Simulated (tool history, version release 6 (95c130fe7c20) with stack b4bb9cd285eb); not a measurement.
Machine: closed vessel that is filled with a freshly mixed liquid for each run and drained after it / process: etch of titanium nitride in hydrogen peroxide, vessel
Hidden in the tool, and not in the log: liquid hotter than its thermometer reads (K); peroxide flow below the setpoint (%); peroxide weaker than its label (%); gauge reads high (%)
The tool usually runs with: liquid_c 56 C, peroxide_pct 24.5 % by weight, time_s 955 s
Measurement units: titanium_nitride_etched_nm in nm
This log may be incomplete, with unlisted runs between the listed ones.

run,hour,liquid_c,peroxide_pct,time_s,wafers since the last listed run,hours since the thermometer was replaced,hours since the peroxide flow meter was replaced,hours since the drum of peroxide was connected,hours since the gauge calibration,"read-back film thickness of the titanium nitride reference wafer, read on the same gauge (nm)",titanium_nitride_etched_nm
1,0,56,24.5,955,0,854.5,704.6,754.1,144.8,110,68.92
2,13.3,56,24.5,955,721,867.8,717.9,767.4,158.1,110,69.39
3,27.9,62.5,24.5,955,792,882.4,732.5,782,172.7,110,108.24
4,44.3,62.5,24.5,955,890,898.8,748.9,798.4,189.1,109.98,108.23
5,56,49.5,24.5,955,634,910.5,760.6,810.1,200.8,110.01,43.96
6,69.8,56,24.5,955,748,924.3,774.4,823.9,214.6,109.99,69.88
# hour 83.9: peroxide flow meter replaced
7,86.9,56,24.5,955,873,941.4,3,841,231.7,110.01,70.28
# hour 94.2: new drum of peroxide connected
8,103,56,24.5,955,819,957.5,19.1,8.8,247.8,109.98,70.87
9,119.9,56,24.5,955,917,974.4,36,25.7,264.7,110.01,70.95
10,126.9,56,24.5,1295,379,981.4,43,32.7,271.7,110,96.48
11,137.3,56,24.5,1295,564,991.8,53.4,43.1,282.1,110.03,96.35
12,152,56,24.5,955,797,1006.5,68.1,57.8,296.8,110,69.69
# hour 157.6: thermometer replaced
13,168.2,46.5,24.5,955,824,10.6,84.3,74,313,109.99,29.83
14,181.5,49,22,600,721,23.9,97.6,87.3,326.3,109.98,22.22
15,194.2,56,24.5,955,689,36.6,110.3,100,339,110,59.25
16,204,49.5,29,1505,531,46.4,120.1,109.8,348.8,109.98,59.98
17,210.8,56,24.5,955,369,53.2,126.9,116.6,355.6,110.01,59.37
18,226.4,56,24.5,650,846,68.8,142.5,132.2,371.2,110.01,40.18
# hour 242: gauge calibrated
19,245,59,24.5,450,1009,87.4,161.1,150.8,3,110.01,35.1
20,252.1,53,20.5,425,385,94.5,168.2,157.9,10.1,109.98,20.66
21,261.4,47,18.5,1375,504,103.8,177.5,167.2,19.4,110.01,42.55
22,270.3,50,30,955,483,112.7,186.4,176.1,28.3,110.01,41.1
23,287.9,56,24.5,955,955,130.3,204,193.7,45.9,110.01,60.8
24,297.2,47,24.5,1515,504,139.6,213.3,203,55.2,110.01,50.27
25,309.6,56,24.5,955,672,152,225.7,215.4,67.6,110,60.81
26,321.7,63.5,28,955,656,164.1,237.8,227.5,79.7,110.02,104.32
27,333.2,52.5,30,660,624,175.6,249.3,239,91.2,109.99,33.98
28,348.1,56,24.5,955,808,190.5,264.2,253.9,106.1,110.01,61.29
29,364.1,53.5,30,1495,868,206.5,280.2,269.9,122.1,109.98,84.18

Some steps in titanium_nitride_etched_nm between neighbouring runs. How much of each would the tool show without its hidden state too (settings, what came in, random variation), and how much is left for the hidden state, with any gauge scatter that isn't in both results?
Run 4 -> 5: liquid_c 62.5 -> 49.5. titanium_nitride_etched_nm -64.27 nm: hidden state -9.93, all else -54.34.
Run 12 -> 13: liquid_c 56 -> 46.5, thermometer replaced. titanium_nitride_etched_nm -39.86 nm: hidden state -12.29, all else -27.57.
Run 26 -> 27: liquid_c 63.5 -> 52.5, peroxide_pct 28 -> 30, time_s 955 -> 660. titanium_nitride_etched_nm -70.34 nm: hidden state -2.79, all else -67.55.
